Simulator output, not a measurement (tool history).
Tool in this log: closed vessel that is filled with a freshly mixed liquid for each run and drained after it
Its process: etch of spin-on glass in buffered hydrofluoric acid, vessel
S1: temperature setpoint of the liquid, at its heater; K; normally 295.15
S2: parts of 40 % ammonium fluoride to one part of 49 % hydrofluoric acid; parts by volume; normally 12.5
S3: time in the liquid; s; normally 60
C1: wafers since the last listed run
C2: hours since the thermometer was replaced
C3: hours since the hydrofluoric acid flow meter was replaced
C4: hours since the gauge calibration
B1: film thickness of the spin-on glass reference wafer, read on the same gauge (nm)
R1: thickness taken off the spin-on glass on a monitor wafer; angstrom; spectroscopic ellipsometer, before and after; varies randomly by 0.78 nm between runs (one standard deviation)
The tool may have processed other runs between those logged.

Run 1, hour 0: usual settings but S1 297.65 K; C1 0; C2 1763.3; C3 1510.1; C4 313.1; B1 59.97. Result: R1 1192.8 angstrom.
Run 2, hour 16: usual settings but S3 35 s; C1 1628; C2 1779.3; C3 1526.1; C4 329.1; B1 60. Result: R1 602.4 angstrom.
Run 3, hour 49.7: usual settings but S3 40 s; C1 3430; C2 1813; C3 1559.8; C4 362.8; B1 59.98. Result: R1 685.9 angstrom.
Run 4, hour 72.5: usual settings but S3 40 s; C1 2320; C2 1835.8; C3 1582.6; C4 385.6; B1 60.01. Result: R1 692 angstrom.
Run 5, hour 102.6: usual settings but S3 70 s; C1 3064; C2 1865.9; C3 1612.7; C4 415.7; B1 60.01. Result: R1 1212.7 angstrom.
At hour 109: thermometer replaced.
Run 6, hour 118: usual settings; C1 1465; C2 9; C3 1628.1; C4 431.1; B1 60.02. Result: R1 1033.7 angstrom.
Run 7, hour 139.3: usual settings; C1 2168; C2 30.3; C3 1649.4; C4 452.4; B1 60.02. Result: R1 1021.1 angstrom.
Run 8, hour 153: usual settings; C1 1394; C2 44; C3 1663.1; C4 466.1; B1 60. Result: R1 1041.2 angstrom.
Run 9, hour 176.7: usual settings; C1 2412; C2 67.7; C3 1686.8; C4 489.8; B1 59.97. Result: R1 1030 angstrom.
Run 10, hour 201.9: usual settings; C1 2565; C2 92.9; C3 1712; C4 515; B1 59.99. Result: R1 1044.1 angstrom.
Run 11, hour 218.2: usual settings; C1 1659; C2 109.2; C3 1728.3; C4 531.3; B1 59.99. Result: R1 1029.6 angstrom.
Run 12, hour 232.1: usual settings; C1 1414; C2 123.1; C3 1742.2; C4 545.2; B1 60.01. Result: R1 1042.5 angstrom.
Run 13, hour 265.3: usual settings but S1 299.65 K, S3 75 s; C1 3379; C2 156.3; C3 1775.4; C4 578.4; B1 60.03. Result: R1 1649.5 angstrom.
Run 14, hour 355.3: usual settings; C1 9161; C2 246.3; C3 1865.4; C4 668.4; B1 59.98. Result: R1 1026 angstrom.
Run 15, hour 370.2: usual settings; C1 1516; C2 261.2; C3 1880.3; C4 683.3; B1 60.04. Result: R1 1033.6 angstrom.
Run 16, hour 395.2: usual settings but S1 296.65 K, S2 10 parts by volume, S3 40 s; C1 2544; C2 286.2; C3 1905.3; C4 708.3; B1 60.01. Result: R1 936.7 angstrom.
Run 17, hour 411: usual settings but S1 291.65 K; C1 1608; C2 302; C3 1921.1; C4 724.1; B1 60.02. Result: R1 837.7 angstrom.
At hour 427.3: gauge calibrated.
Run 18, hour 435.5: usual settings but S1 291.65 K, S2 15.5 parts by volume; C1 2494; C2 326.5; C3 1945.6; C4 8.2; B1 60. Result: R1 699 angstrom.
Run 19, hour 459.9: usual settings but S1 300.15 K, S2 10 parts by volume, S3 85 s; C1 2483; C2 350.9; C3 1970; C4 32.6; B1 59.98. Result: R1 2385.5 angstrom.
Run 20, hour 485.1: usual settings but S1 296.65 K, S2 7.5 parts by volume, S3 70 s; C1 2565; C2 376.1; C3 1995.2; C4 57.8; B1 60.01. Result: R1 2116 angstrom.
At hour 488.8: hydrofluoric acid flow meter replaced.
Run 21, hour 502: usual settings but S1 291.65 K, S2 9 parts by volume, S3 75 s; C1 1618; C2 393; C3 13.2; C4 74.7; B1 59.99. Result: R1 1407.4 angstrom.
Run 22, hour 526.8: usual settings but S1 293.65 K, S2 8.5 parts by volume, S3 75 s; C1 2524; C2 417.8; C3 38; C4 99.5; B1 60.01. Result: R1 1683.5 angstrom.
Run 23, hour 549: usual settings but S1 292.65 K, S2 15.5 parts by volume; C1 2259; C2 440; C3 60.2; C4 121.7; B1 59.99. Result: R1 725.1 angstrom.
Run 24, hour 570.1: usual settings but S1 298.15 K, S2 16.5 parts by volume, S3 35 s; C1 2147; C2 461.1; C3 81.3; C4 142.8; B1 60.02. Result: R1 543.9 angstrom.
Run 25, hour 587.8: usual settings but S1 292.65 K, S2 14 parts by volume, S3 30 s; C1 1801; C2 478.8; C3 99; C4 160.5; B1 59.97. Result: R1 406.6 angstrom.
Run 26, hour 632.9: usual settings; C1 4591; C2 523.9; C3 144.1; C4 205.6; B1 59.98. Result: R1 1039.8 angstrom.
Run 27, hour 648.3: usual settings but S2 10 parts by volume; C1 1567; C2 539.3; C3 159.5; C4 221; B1 59.99. Result: R1 1286.5 angstrom.
Run 28, hour 699.8: usual settings; C1 5242; C2 590.8; C3 211; C4 272.5; B1 59.97. Result: R1 1041 angstrom.
Run 29, hour 714.9: usual settings but S1 300.15 K; C1 1537; C2 605.9; C3 226.1; C4 287.6; B1 60. Result: R1 1351 angstrom.
Run 30, hour 747.5: usual settings but S1 297.65 K, S2 9 parts by volume, S3 70 s; C1 3318; C2 638.5; C3 258.7; C4 320.2; B1 60.01. Result: R1 1840.8 angstrom.
Run 31, hour 770.6: usual settings but S3 50 s; C1 2351; C2 661.6; C3 281.8; C4 343.3; B1 59.99. Result: R1 853.8 angstrom.
Run 32, hour 797.3: usual settings; C1 2718; C2 688.3; C3 308.5; C4 370; B1 60.01. Result: R1 1047 angstrom.
Run 33, hour 826: usual settings but S1 290.15 K, S2 14.5 parts by volume, S3 35 s; C1 2921; C2 717; C3 337.2; C4 398.7; B1 60.03. Result: R1 388.5 angstrom.

What if the next run were any one of these 4? Each begins from the tool's condition after run 33:
Run A, hour 826.7: usual settings but S3 80 s; C1 71; C2 717.7; C3 337.9; C4 399.4; B1 ?. Result: R1 ?.
Run B, hour 826.7: usual settings but S1 298.15 K, S2 14 parts by volume, S3 45 s; C1 71; C2 717.7; C3 337.9; C4 399.4; B1 ?. Result: R1 ?.
Run C, hour 826.7: usual settings but S1 293.15 K, S2 16 parts by volume; C1 71; C2 717.7; C3 337.9; C4 399.4; B1 ?. Result: R1 ?.
Run D, hour 826.7: usual settings but S2 14 parts by volume; C1 71; C2 717.7; C3 337.9; C4 399.4; B1 ?. Result: R1 ?.

run     B1      R1
  A  60.03  1402.6
  B  60.03   832.1
  C  60.03   738.5
  D  60.03   941.3
Without the tool's unlogged condition, the same runs would have read:
run      R1
  A  1402.6
  B   832.1
  C   738.5
  D   941.3

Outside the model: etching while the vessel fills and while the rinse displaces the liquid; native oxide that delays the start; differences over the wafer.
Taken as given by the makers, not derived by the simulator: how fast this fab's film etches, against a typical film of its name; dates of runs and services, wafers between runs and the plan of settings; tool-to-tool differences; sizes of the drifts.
